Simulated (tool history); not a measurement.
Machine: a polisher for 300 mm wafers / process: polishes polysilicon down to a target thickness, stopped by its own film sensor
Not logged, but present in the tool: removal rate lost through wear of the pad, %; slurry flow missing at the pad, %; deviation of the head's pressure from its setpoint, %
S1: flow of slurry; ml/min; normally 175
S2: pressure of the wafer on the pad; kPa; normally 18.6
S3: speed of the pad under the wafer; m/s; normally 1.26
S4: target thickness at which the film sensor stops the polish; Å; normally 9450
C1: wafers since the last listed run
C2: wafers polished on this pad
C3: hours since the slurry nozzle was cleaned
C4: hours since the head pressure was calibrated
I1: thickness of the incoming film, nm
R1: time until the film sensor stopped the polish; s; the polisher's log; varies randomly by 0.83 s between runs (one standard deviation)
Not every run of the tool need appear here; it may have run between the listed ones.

run	day	S1	S2	S3	S4	C1	C2	C3	C4	I1	R1
1	0	175	18.6	1.36	9450	0	1691	112.4	85.1	1556.8	58.6
2	3.654	175	18.6	1.36	9450	605	2296	200.1	172.8	1578	60.6
3	4.854	175	13.8	1.26	9450	198	2495	228.9	201.6	1557.6	82.5
# day 6.375: worn pad replaced by a new one
4	6.962	175	13.8	1.26	9450	321	97	279.5	252.2	1547.6	78.1
5	9.925	175	13.8	1.26	9450	490	587	350.6	323.3	1538.2	76.7
6	12.567	195	18.6	1.26	9450	437	1025	414	386.7	1559	59.1
7	14.804	195	18.6	1.26	9450	370	1395	467.7	440.4	1552.2	57.8
8	17.788	195	18.6	1.26	9450	494	1889	539.3	512	1559.3	60.3
9	19.742	175	18.6	1.54	9450	323	2213	586.2	558.9	1548.2	53.8
# day 20.821: worn pad replaced by a new one
10	21.242	175	18.6	1.26	9450	220	69	622.2	594.9	1555.7	58.8
11	24.221	175	18.6	1.26	9450	493	563	693.7	666.4	1531.3	56.2
12	26.992	175	18.6	1.26	9450	458	1021	760.2	732.9	1575.7	62
13	29.192	155	18.6	1.26	9450	364	1386	813	785.7	1554.3	61.9
# day 29.683: slurry nozzle cleaned
14	30.325	175	18.6	1.26	8720	180	1567	15.4	812.9	1525.4	64.3
15	32.212	175	18.6	1.26	9450	312	1879	60.7	858.2	1550.2	60.1
16	35.133	175	18.6	1.26	9450	483	2363	130.8	928.3	1558.5	62.4
17	37.308	175	18.6	1.26	9450	360	2723	183	980.5	1527.6	59.9
# day 37.65: worn pad replaced by a new one
18	39.175	175	18.6	1.4	9450	281	252	227.8	1025.3	1531.9	53
19	41.629	155	18.6	1.02	7630	406	659	286.7	1084.2	1567.4	89.1
20	44.4	175	22.8	0.82	8340	458	1118	353.2	1150.7	1546.2	70.4
21	46.062	175	24.1	1.26	8040	275	1393	393.1	1190.6	1552.5	56.7
# day 48.946: head pressure recalibrated
22	48.967	175	18.6	1.62	8510	467	1860	462.8	0.5	1547	59.4
23	51.688	175	18.6	1.26	9450	450	2311	528.1	65.8	1544	61.6
# day 53.338: worn pad replaced by a new one
24	53.962	175	18.6	1.26	9450	349	103	582.7	120.4	1568.2	59.3
25	56.688	205	18.6	1.44	9450	451	554	648.1	185.8	1524.3	49.9
26	59.508	145	16.5	1.26	9450	467	1021	715.8	253.5	1550.7	68.6
# day 61.108: slurry nozzle cleaned
27	61.858	175	18.6	1.26	9450	382	1403	18	309.9	1557.8	61.4
28	63.121	130	18.6	1.26	8520	209	1613	48.3	340.2	1535.8	71.3
29	64.371	175	23.4	1.26	9450	207	1820	78.3	370.2	1563.5	48.5
30	66.004	145	15.2	1.12	10930	270	2090	117.5	409.4	1547.4	63
# day 67.475: worn pad replaced by a new one
31	68.933	150	18.6	1.26	9450	457	241	187.8	479.7	1584.3	63.4
32	69.975	175	18.6	1.26	8810	172	413	212.8	504.7	1525.9	61.4
33	71.429	190	18.6	1.26	7570	240	654	247.7	539.6	1561.3	77.9
34	72.992	175	18.6	1.26	9450	258	913	285.2	577.1	1519.8	58.2
35	75.454	175	18.6	1.26	9450	407	1321	344.3	636.2	1546.3	59.7

What would each run have given without the hidden state, its run-to-run variation left as it was?
run	R1
1	55.4
2	56.3
3	76.2
4	77.8
5	75.3
6	57.3
7	55.5
8	56.9
9	50.4
10	58.3
11	55
12	59.8
13	59.1
14	61
15	56.5
16	57.7
17	54.9
18	52.6
19	87.3
20	68
21	54.4
22	56.1
23	57.4
24	58.8
25	48.8
26	66.2
27	58.6
28	67.6
29	45.7
30	58.8
31	62.1
32	59.9
33	75.4
34	55.9
35	56.6
